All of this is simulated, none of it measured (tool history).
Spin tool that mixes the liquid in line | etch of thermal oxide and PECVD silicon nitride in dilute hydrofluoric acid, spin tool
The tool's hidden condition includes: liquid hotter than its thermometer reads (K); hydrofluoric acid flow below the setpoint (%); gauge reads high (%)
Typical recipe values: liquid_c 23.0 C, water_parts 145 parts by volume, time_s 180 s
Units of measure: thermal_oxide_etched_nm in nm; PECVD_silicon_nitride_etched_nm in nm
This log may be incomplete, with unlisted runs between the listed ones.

run,hour,liquid_c,water_parts,time_s,wafers since the last listed run,hours since the thermometer was replaced,hours since the hydrofluoric acid flow meter was replaced,hours since the gauge calibration,"read-back film thickness of the thermal oxide reference wafer, read on the same gauge (nm)","read-back film thickness of the PECVD silicon nitride reference wafer, read on the same gauge (nm)",thermal_oxide_etched_nm,PECVD_silicon_nitride_etched_nm
1,0.0,23.0,175,180,0,2547.3,1658.8,546.6,40.00,109.975,3.77,2.373
2,7.9,23.0,145,180,81,2555.2,1666.7,554.5,40.00,110.014,4.63,2.895
3,23.1,23.0,145,180,156,2570.4,1681.9,569.7,39.99,110.011,4.68,2.915
4,29.7,23.0,145,115,67,2577.0,1688.5,576.3,40.00,110.005,2.99,1.845
5,41.7,23.0,145,180,123,2589.0,1700.5,588.3,40.00,110.018,4.75,2.859
6,58.6,18.0,80,215,174,2605.9,1717.4,605.2,39.97,110.020,9.02,4.345
7,69.4,23.0,180,130,111,2616.7,1728.2,616.0,40.00,110.009,2.59,1.696
# hour 72.1: hydrofluoric acid flow meter replaced
8,84.6,23.0,145,180,146,2631.9,12.5,631.2,40.00,110.029,5.49,3.327
9,99.5,27.5,95,280,153,2646.8,27.4,646.1,39.99,110.004,16.74,10.519
10,107.7,23.0,145,180,84,2655.0,35.6,654.3,39.99,110.009,5.53,3.299
11,125.3,23.0,145,180,181,2672.6,53.2,671.9,40.02,110.018,5.53,3.228
12,137.3,20.0,115,80,123,2684.6,65.2,683.9,39.99,109.990,2.83,1.511
13,145.8,23.0,145,180,87,2693.1,73.7,692.4,39.99,110.009,5.42,3.249
14,153.4,23.0,145,180,78,2700.7,81.3,700.0,40.02,110.023,5.51,3.330
# hour 167.4: thermometer replaced
# hour 185.3: gauge calibrated
15,188.7,23.0,110,180,353,21.3,116.6,3.4,40.00,109.976,7.53,4.271
16,200.4,23.0,195,220,120,33.0,128.3,15.1,39.99,109.998,4.73,2.973
17,211.9,23.0,145,180,118,44.5,139.8,26.6,40.01,110.029,5.50,3.256
18,229.7,27.0,205,180,183,62.3,157.6,44.4,40.03,109.990,4.20,2.971
19,237.1,23.0,85,90,76,69.7,165.0,51.8,40.02,110.001,4.98,2.787
20,253.0,23.0,145,100,163,85.6,180.9,67.7,40.00,110.035,3.04,1.837
21,270.0,23.0,200,110,175,102.6,197.9,84.7,40.00,110.008,2.27,1.447
22,280.4,21.5,95,230,107,113.0,208.3,95.1,40.01,109.983,10.70,5.698
23,292.4,19.5,95,100,123,125.0,220.3,107.1,39.99,110.007,4.19,2.136
24,304.1,27.0,75,180,120,136.7,232.0,118.8,40.03,110.001,13.41,8.194
25,319.0,23.0,100,120,153,151.6,246.9,133.7,40.01,110.000,5.44,3.130
26,329.4,21.0,165,235,107,162.0,257.3,144.1,39.99,109.977,5.61,3.262
27,344.2,23.0,145,180,152,176.8,272.1,158.9,39.99,109.997,5.43,3.215

What would each run have given without the hidden state, its run-to-run variation left as it was?
run,thermal_oxide_etched_nm,PECVD_silicon_nitride_etched_nm
1,4.44,2.713
2,5.44,3.312
3,5.50,3.338
4,3.52,2.115
5,5.60,3.279
6,10.52,4.979
7,3.07,1.949
8,5.50,3.335
9,16.80,10.554
10,5.55,3.312
11,5.56,3.243
12,2.85,1.520
13,5.46,3.269
14,5.56,3.352
15,7.61,4.309
16,4.79,3.002
17,5.57,3.290
18,4.26,3.006
19,5.04,2.821
20,3.09,1.860
21,2.31,1.468
22,10.88,5.782
23,4.26,2.169
24,13.65,8.329
25,5.54,3.184
26,5.73,3.320
27,5.55,3.276
